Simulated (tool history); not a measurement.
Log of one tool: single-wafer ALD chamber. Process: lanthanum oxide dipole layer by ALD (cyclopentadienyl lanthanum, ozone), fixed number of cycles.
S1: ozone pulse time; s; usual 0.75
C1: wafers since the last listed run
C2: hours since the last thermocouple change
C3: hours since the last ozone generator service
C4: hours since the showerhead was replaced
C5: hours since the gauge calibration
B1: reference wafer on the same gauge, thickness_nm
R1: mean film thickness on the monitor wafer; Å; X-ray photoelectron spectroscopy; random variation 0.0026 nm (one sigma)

| run | hour | S1 | C1 | C2 | C3 | C4 | C5 | B1 | R1 |
|---|---|---|---|---|---|---|---|---|---|
| 1 | 0.0 | 0.91 | 0 | 767.7 | 1258.5 | 3300.6 | 220.0 | 0.518 | 4.66 |
| 2 | 39.8 | 0.91 | 644 | 807.5 | 1298.3 | 3340.4 | 259.8 | 0.518 | 4.65 |
| 3 | 60.5 | 0.91 | 335 | 828.2 | 1319.0 | 3361.1 | 280.5 | 0.517 | 4.64 |
| 4 | 79.6 | 0.75 | 309 | 847.3 | 1338.1 | 3380.2 | 299.6 | 0.517 | 4.16 |
| 5 | 109.1 | 0.75 | 478 | 876.8 | 1367.6 | 3409.7 | 329.1 | 0.515 | 4.12 |
| 6 | 121.8 | 0.75 | 205 | 889.5 | 1380.3 | 3422.4 | 341.8 | 0.517 | 4.18 |
| 7 | 148.5 | 0.75 | 432 | 916.2 | 1407.0 | 3449.1 | 368.5 | 0.517 | 4.10 |
| 8 | 181.8 | 0.75 | 539 | 949.5 | 1440.3 | 3482.4 | 401.8 | 0.517 | 4.13 |
| 9 | 205.0 | 0.69 | 375 | 972.7 | 1463.5 | 3505.6 | 425.0 | 0.517 | 3.91 |
|  | 215.8 | ozone generator serviced |
| 10 | 225.2 | 0.69 | 197 | 992.9 | 9.4 | 3525.8 | 445.2 | 0.518 | 4.24 |
|  | 250.0 | gauge calibrated |
| 11 | 250.7 | 0.75 | 413 | 1018.4 | 34.9 | 3551.3 | 0.7 | 0.518 | 4.48 |
| 12 | 282.9 | 0.97 | 521 | 1050.6 | 67.1 | 3583.5 | 32.9 | 0.516 | 5.03 |
| 13 | 318.4 | 1.00 | 575 | 1086.1 | 102.6 | 3619.0 | 68.4 | 0.518 | 4.99 |
|  | 384.7 | thermocouple changed; heater temperature recalibrated |
|  | 408.9 | showerhead replaced, of another model than before |
| 14 | 409.4 | 0.75 | 1215 | 24.7 | 193.6 | 0.5 | 159.4 | 0.516 | 4.40 |
| 15 | 423.9 | 0.75 | 234 | 39.2 | 208.1 | 15.0 | 173.9 | 0.515 | 4.40 |
| 16 | 437.0 | 0.91 | 212 | 52.3 | 221.2 | 28.1 | 187.0 | 0.516 | 4.71 |
| 17 | 453.7 | 0.75 | 270 | 69.0 | 237.9 | 44.8 | 203.7 | 0.517 | 4.39 |
| 18 | 473.5 | 0.86 | 320 | 88.8 | 257.7 | 64.6 | 223.5 | 0.517 | 4.63 |
| 19 | 512.9 | 0.75 | 638 | 128.2 | 297.1 | 104.0 | 262.9 | 0.518 | 4.40 |
| 20 | 532.4 | 0.93 | 315 | 147.7 | 316.6 | 123.5 | 282.4 | 0.517 | 4.77 |
| 21 | 565.3 | 0.54 | 533 | 180.6 | 349.5 | 156.4 | 315.3 | 0.518 | 3.87 |
| 22 | 592.5 | 0.64 | 440 | 207.8 | 376.7 | 183.6 | 342.5 | 0.516 | 4.11 |
| 23 | 621.7 | 0.50 | 473 | 237.0 | 405.9 | 212.8 | 371.7 | 0.516 | 3.70 |

The same runs without the tool's hidden state, with the same run-to-run variation:
The hidden state here: wafer temperature above the value expected at the setpoint (K); ozone dose above that of a generator just serviced (%); gauge reads high (%).
| run | R1 |
|---|---|
| 1 | 5.02 |
| 2 | 5.01 |
| 3 | 5.00 |
| 4 | 4.58 |
| 5 | 4.53 |
| 6 | 4.60 |
| 7 | 4.52 |
| 8 | 4.54 |
| 9 | 4.34 |
| 10 | 4.33 |
| 11 | 4.59 |
| 12 | 5.14 |
| 13 | 5.11 |
| 14 | 4.54 |
| 15 | 4.53 |
| 16 | 4.84 |
| 17 | 4.54 |
| 18 | 4.78 |
| 19 | 4.57 |
| 20 | 4.93 |
| 21 | 4.06 |
| 22 | 4.31 |
| 23 | 3.91 |
